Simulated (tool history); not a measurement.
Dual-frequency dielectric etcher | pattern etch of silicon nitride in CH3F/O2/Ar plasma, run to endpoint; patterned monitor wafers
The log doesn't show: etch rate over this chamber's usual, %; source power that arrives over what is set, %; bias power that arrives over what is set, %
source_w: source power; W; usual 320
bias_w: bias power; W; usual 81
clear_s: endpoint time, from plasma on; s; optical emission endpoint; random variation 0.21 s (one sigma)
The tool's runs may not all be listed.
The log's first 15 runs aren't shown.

run     day  source_w  bias_w  wafers since the last listed run  hours since the last wet clean  hours since the last source power generator calibration  hours since the last bias power generator calibration  hours since the last upper electrode change  incoming incoming film thickness, nm  clear_s
 16  33.842       300      81                               406                           472.2                                                   3904.8                                                 3460.4                                       3282.3                                  53.8     69.5
     35.038  -- wet clean of the chamber
 17  41.971       300      81                              1484                           166.4                                                   4099.9                                                 3655.5                                       3477.4                                  53.1     70.6
     42.696  -- bias power generator calibrated
     44.058  -- upper electrode replaced
 18  44.079       280      69                               196                             217                                                   4150.5                                                   33.2                                          0.5                                  53.7     75.9
 19  45.892       380      99                               377                           260.5                                                     4194                                                   76.7                                           44                                  53.6     61.7
 20  47.121       320      81                               255                             290                                                   4223.5                                                  106.2                                         73.5                                  53.4       69
 21  50.079       290      62                               616                             361                                                   4294.5                                                  177.2                                        144.5                                  53.5     76.8
     50.483  -- source power generator calibrated
     51.804  -- wet clean of the chamber
 22  52.621       320      81                               286                            19.6                                                     51.3                                                  238.2                                        205.5                                  53.4     70.3
 23      55       260      81                               495                            76.7                                                    108.4                                                  295.3                                        262.6                                  53.5     73.1
 24  56.967       320      81                               409                           123.9                                                    155.6                                                  342.5                                        309.8                                  53.3     69.5
 25  59.933       290      81                               617                           195.1                                                    226.8                                                  413.7                                          381                                  53.5     71.2
 26  62.808       390      81                               598                           264.1                                                    295.8                                                  482.7                                          450                                  53.6     66.2
 27  65.654       390      72                               592                           332.4                                                    364.1                                                    551                                        518.3                                  53.5     68.7
 28  66.946       320      81                               268                           363.4                                                    395.1                                                    582                                        549.3                                  53.2     68.2
 29   69.45       400      64                               521                           423.5                                                    455.2                                                  642.1                                        609.4                                  53.6     70.7
     70.842  -- wet clean of the chamber
 30  72.188       350      67                               361                            32.3                                                    520.9                                                  707.8                                        675.1                                  53.3       73
 31  73.442       390      64                               261                            62.4                                                      551                                                  737.9                                        705.2                                  53.2     72.4
 32  75.754       380      87                               481                           117.9                                                    606.5                                                  793.4                                        760.7                                  53.8     65.7
 33   77.05       290      62                               269                             149                                                    637.6                                                  824.5                                        791.8                                  52.9     77.3
 34  78.638       360      92                               330                           187.1                                                    675.7                                                  862.6                                        829.9                                  53.4     64.3
 35  81.125       390      72                               517                           246.8                                                    735.4                                                  922.3                                        889.6                                  53.6     68.7
 36  82.146       380      97                               212                           271.3                                                    759.9                                                  946.8                                        914.1                                  53.8     62.3

Forecast each of these 3 alternatives for the next run:
  A  82.162       400      81                                 3                           271.7                                                    760.3                                                  947.2                                        914.5                                  52.7        ?
  B  82.162       360      68                                 3                           271.7                                                    760.3                                                  947.2                                        914.5                                  52.7        ?
  C  82.162       290      99                                 3                           271.7                                                    760.3                                                  947.2                                        914.5                                  52.7        ?

run  clear_s
  A     64.4
  B     70.3
  C     64.4
Without the tool's hidden state the same runs would have given:
run  clear_s
  A     65.8
  B     71.8
  C     65.8
